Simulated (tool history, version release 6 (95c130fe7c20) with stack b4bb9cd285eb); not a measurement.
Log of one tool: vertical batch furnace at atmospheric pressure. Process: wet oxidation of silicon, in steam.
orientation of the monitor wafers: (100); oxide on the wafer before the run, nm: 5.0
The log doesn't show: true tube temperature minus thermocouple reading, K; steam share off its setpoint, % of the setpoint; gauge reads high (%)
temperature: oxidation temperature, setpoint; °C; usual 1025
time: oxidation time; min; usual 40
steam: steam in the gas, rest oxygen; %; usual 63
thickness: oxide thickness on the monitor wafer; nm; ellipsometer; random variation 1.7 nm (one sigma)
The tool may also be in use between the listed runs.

run	day	temperature	time	steam	wafers since the last listed run	hours since the last temperature calibration	hours since the steam generator was serviced	hours since the gauge calibration	read-back reference wafer on the same gauge, thickness	thickness
1	0	1025	40	63	0	2002.8	1138	582.1	254.35	298.63
2	1.492	1010	40	63	398	2038.6	1173.8	617.9	255.24	261.85
3	3.2	1010	40	63	456	2079.6	1214.8	658.9	255.3	263.48
4	5.842	1010	40	63	705	2143	1278.2	722.3	254.8	260.39
5	8.596	1025	40	63	735	2209.1	1344.3	788.4	254.71	294.6
# day 9.146: gauge calibrated
6	10.188	1025	40	63	425	2247.3	1382.5	25	255.19	298.01
7	12.588	1025	40	63	640	2304.9	1440.1	82.6	255.25	293.38
8	15.342	1025	40	63	735	2371	1506.2	148.7	255.01	294.14
9	16.821	1025	40	63	395	2406.5	1541.7	184.2	254.57	293.63
# day 17.892: thermocouples replaced and temperature profile calibrated
10	18.258	1025	40	63	116	8.8	1576.2	218.7	255.19	293.59
11	19.75	1025	40	63	398	44.6	1612	254.5	254.97	293.87
12	20.925	1025	40	63	313	72.8	1640.2	282.7	255.59	293.35
13	23.075	1025	40	63	574	124.4	1691.8	334.3	254.95	291.86
14	24.396	1025	40	63	352	156.1	1723.5	366	254.84	290.18
15	25.988	1013	46	60	425	194.3	1761.7	404.2	254.78	281.31
16	27.662	1010	31.5	63	447	234.5	1801.9	444.4	254.84	217.05
17	30.367	1025	40	63	722	299.4	1866.8	509.3	255.45	290.49
18	32.012	1025	25.5	63	439	338.9	1906.3	548.8	254.75	210.74
19	34.896	1025	56	52	770	408.1	1975.5	618	255.36	315.72
20	36.783	1025	34.5	63	504	453.4	2020.8	663.3	255.28	258.18
# day 38.108: gauge calibrated
# day 38.725: steam generator serviced
21	38.746	1025	33.5	58	257	500.5	0.5	15.3	255.04	249.77
22	40.754	1025	40	63	536	548.7	48.7	63.5	255.04	302.21
23	42.921	1008	25	74	578	600.7	100.7	115.5	254.72	209.25
24	44.958	1025	40	63	544	649.6	149.6	164.4	255.34	301.66
25	51.4	1025	28.5	63	1720	804.2	304.2	319	255.13	237.98
26	53.008	1006	27	70	429	842.8	342.8	357.6	254.7	207.99
27	54.188	1025	40	63	314	871.1	371.1	385.9	255.4	301.62
28	56.983	1025	31.5	71	746	938.2	438.2	453	255.07	278.27

What the log doesn't show, run by run:
true tube temperature minus thermocouple reading, K: 0 in every run
gauge reads high (%): 0 in every run
H1: steam share off its setpoint, % of the setpoint
run	H1
1	-2.56
2	-2.68
3	-2.82
4	-3.05
5	-3.31
6	-3.46
7	-3.7
8	-3.99
9	-4.15
10	-4.31
11	-4.48
12	-4.61
13	-4.87
14	-5.03
15	-5.22
16	-5.43
17	-5.78
18	-6
19	-6.4
20	-6.67
21	-0.357
22	-0.361
23	-0.372
24	-0.39
25	-0.494
26	-0.531
27	-0.56
28	-0.64
